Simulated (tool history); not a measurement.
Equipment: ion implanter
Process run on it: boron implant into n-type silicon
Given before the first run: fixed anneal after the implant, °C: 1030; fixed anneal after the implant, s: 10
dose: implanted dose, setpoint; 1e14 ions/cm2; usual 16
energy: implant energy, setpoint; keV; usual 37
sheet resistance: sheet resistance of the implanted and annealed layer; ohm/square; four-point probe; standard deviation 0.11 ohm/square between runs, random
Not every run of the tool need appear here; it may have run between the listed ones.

run,hour,dose,energy,wafers since the last listed run,hours since the last dose calibration,hours since the extraction supply was calibrated,hours since the gauge calibration,"read-back reference wafer on the same gauge, sheet resistance",sheet resistance
1,0,16,37,0,1297.1,6198.3,24.4,80.03,79.05
2,16.4,16,37,405,1313.5,6214.7,40.8,80.09,78.95
3,26.8,16,37,257,1323.9,6225.1,51.2,80.12,79.03
4,33.6,16,37,168,1330.7,6231.9,58,80.09,79.06
5,39.9,16,37,155,1337,6238.2,64.3,80.12,79.11
6,49.8,16,37,244,1346.9,6248.1,74.2,80.1,79.24
7,61.5,16,37,289,1358.6,6259.8,85.9,80.16,79.34
# hour 71: Faraday cup replaced and dose calibrated
8,73,16,37,86,2,6271.3,97.4,80.06,75.78
9,89.1,16,37,398,18.1,6287.4,113.5,80.09,75.72
# hour 93.9: gauge calibrated
10,96.1,13.35,37,173,25.1,6294.4,2.2,80.15,88.01
11,107.1,16,37,272,36.1,6305.4,13.2,80.13,76.16
12,114.6,18.2,43.5,185,43.6,6312.9,20.7,80.1,67.54
13,131.8,13.34,31,425,60.8,6330.1,37.9,80.11,89.64
14,145.6,16,37,341,74.6,6343.9,51.7,80.12,76.11
15,162.2,18.35,43,410,91.2,6360.5,68.3,80.07,67.26
# hour 172.4: extraction supply calibrated
16,175.9,19.74,44.5,140,104.9,3.5,82,80.1,63.35
17,183.8,20.34,45.5,195,112.8,11.4,89.9,80.09,61.81
18,192.6,16,37,217,121.6,20.2,98.7,80.1,76.53
19,207.2,18.76,32.5,361,136.2,34.8,113.3,80.09,68.29
20,221.2,11.28,46,346,150.2,48.8,127.3,80.06,100.94

Here are 5 independent what-if runs from the current tool condition. What would each one return?
A,221.6,16,48,9,150.6,49.2,127.7,?,?
B,221.6,11.33,37,9,150.6,49.2,127.7,?,?
C,221.6,18.35,32.5,9,150.6,49.2,127.7,?,?
D,221.6,14.06,31.5,9,150.6,49.2,127.7,?,?
E,221.6,16,47.5,9,150.6,49.2,127.7,?,?

run,"read-back reference wafer on the same gauge, sheet resistance",sheet resistance
A,80.13,75.23
B,80.13,102.14
C,80.13,69.69
D,80.13,86.25
E,80.13,75.3
Without the tool's unlogged condition, the same runs would have read:
run,sheet resistance
A,74.31
B,100.91
C,68.92
D,85.22
E,74.37
